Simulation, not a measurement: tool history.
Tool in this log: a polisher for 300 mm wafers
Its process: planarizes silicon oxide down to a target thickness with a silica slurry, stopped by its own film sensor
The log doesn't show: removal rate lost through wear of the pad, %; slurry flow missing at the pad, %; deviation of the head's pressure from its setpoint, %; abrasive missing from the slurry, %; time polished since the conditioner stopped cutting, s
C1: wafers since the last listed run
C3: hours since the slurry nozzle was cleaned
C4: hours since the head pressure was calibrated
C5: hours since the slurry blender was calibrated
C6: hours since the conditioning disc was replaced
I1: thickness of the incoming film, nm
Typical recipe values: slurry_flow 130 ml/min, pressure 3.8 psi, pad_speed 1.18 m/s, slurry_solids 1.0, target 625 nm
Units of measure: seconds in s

run 1 hour=0.0 | slurry_flow=130 pressure=3.8 pad_speed=1.18 slurry_solids=0.9 target=625 | C1=0 wafers_polished_on_this_pad=2081 C3=333.5 C4=851.0 C5=1.0 C6=356.5 | I1=868.7 | seconds=78.1
run 2 hour=49.5 | slurry_flow=145 pressure=3.8 pad_speed=1.18 slurry_solids=1.0 target=625 | C1=482 wafers_polished_on_this_pad=2563 C3=383.0 C4=900.5 C5=50.5 C6=406.0 | I1=875.3 | seconds=74.3
-- hour=74.6 worn pad replaced by a new one
run 3 hour=81.2 | slurry_flow=145 pressure=3.8 pad_speed=1.18 slurry_solids=1.0 target=625 | C1=269 wafers_polished_on_this_pad=64 C3=414.7 C4=932.2 C5=82.2 C6=437.7 | I1=889.1 | seconds=79.0
run 4 hour=148.3 | slurry_flow=145 pressure=3.8 pad_speed=1.18 slurry_solids=1.0 target=625 | C1=653 wafers_polished_on_this_pad=717 C3=481.8 C4=999.3 C5=149.3 C6=504.8 | I1=863.8 | seconds=74.4
-- hour=216.1 conditioning disc replaced and pad reconditioned
run 5 hour=219.5 | slurry_flow=130 pressure=3.8 pad_speed=1.18 slurry_solids=1.0 target=625 | C1=673 wafers_polished_on_this_pad=1391 C3=553.0 C4=1070.5 C5=220.5 C6=3.4 | I1=890.0 | seconds=84.4
-- hour=231.8 slurry nozzle cleaned
run 6 hour=262.1 | slurry_flow=130 pressure=3.8 pad_speed=1.18 slurry_solids=1.0 target=625 | C1=405 wafers_polished_on_this_pad=1796 C3=30.3 C4=1113.1 C5=263.1 C6=46.0 | I1=893.8 | seconds=78.9
run 7 hour=316.4 | slurry_flow=130 pressure=3.8 pad_speed=1.18 slurry_solids=1.0 target=625 | C1=528 wafers_polished_on_this_pad=2325 C3=84.6 C4=1167.4 C5=317.4 C6=100.3 | I1=866.4 | seconds=72.2
-- hour=339.0 worn pad replaced by a new one
run 8 hour=377.2 | slurry_flow=130 pressure=3.8 pad_speed=1.18 slurry_solids=1.0 target=625 | C1=553 wafers_polished_on_this_pad=371 C3=145.4 C4=1228.2 C5=378.2 C6=161.1 | I1=871.6 | seconds=74.4
-- hour=392.2 slurry blender recalibrated
-- hour=414.2 head pressure recalibrated
run 9 hour=414.7 | slurry_flow=130 pressure=3.8 pad_speed=1.18 slurry_solids=1.0 target=625 | C1=326 wafers_polished_on_this_pad=698 C3=182.9 C4=0.5 C5=22.5 C6=198.6 | I1=875.3 | seconds=77.3
run 10 hour=440.1 | slurry_flow=105 pressure=3.8 pad_speed=1.18 slurry_solids=1.0 target=625 | C1=247 wafers_polished_on_this_pad=945 C3=208.3 C4=25.9 C5=47.9 C6=224.0 | I1=887.5 | seconds=80.2
run 11 hour=497.6 | slurry_flow=130 pressure=3.8 pad_speed=1.18 slurry_solids=1.0 target=625 | C1=560 wafers_polished_on_this_pad=1505 C3=265.8 C4=83.4 C5=105.4 C6=281.5 | I1=884.9 | seconds=78.9
run 12 hour=568.1 | slurry_flow=130 pressure=4.2 pad_speed=1.18 slurry_solids=1.0 target=583 | C1=686 wafers_polished_on_this_pad=2192 C3=336.3 C4=153.9 C5=175.9 C6=352.0 | I1=881.7 | seconds=84.4
run 13 hour=600.2 | slurry_flow=130 pressure=3.8 pad_speed=0.76 slurry_solids=1.0 target=548 | C1=312 wafers_polished_on_this_pad=2504 C3=368.4 C4=186.0 C5=208.0 C6=384.1 | I1=876.0 | seconds=144.9
-- hour=628.1 worn pad replaced by a new one
run 14 hour=646.0 | slurry_flow=130 pressure=5.0 pad_speed=1.36 slurry_solids=1.2 target=686 | C1=407 wafers_polished_on_this_pad=174 C3=414.2 C4=231.8 C5=253.8 C6=429.9 | I1=879.0 | seconds=38.4

Expected results for the next run?
run 15 hour=684.2 | slurry_flow=130 pressure=3.8 pad_speed=1.18 slurry_solids=1.0 target=625 | C1=372 wafers_polished_on_this_pad=546 C3=452.4 C4=270.0 C5=292.0 C6=468.1 | I1=879.9 | seconds=?

For run 15 the tool returned seconds 79.7 s.
Take away the tool's hidden state, keep the run-to-run variation as it was, and the same run would have given seconds 73.7 s.

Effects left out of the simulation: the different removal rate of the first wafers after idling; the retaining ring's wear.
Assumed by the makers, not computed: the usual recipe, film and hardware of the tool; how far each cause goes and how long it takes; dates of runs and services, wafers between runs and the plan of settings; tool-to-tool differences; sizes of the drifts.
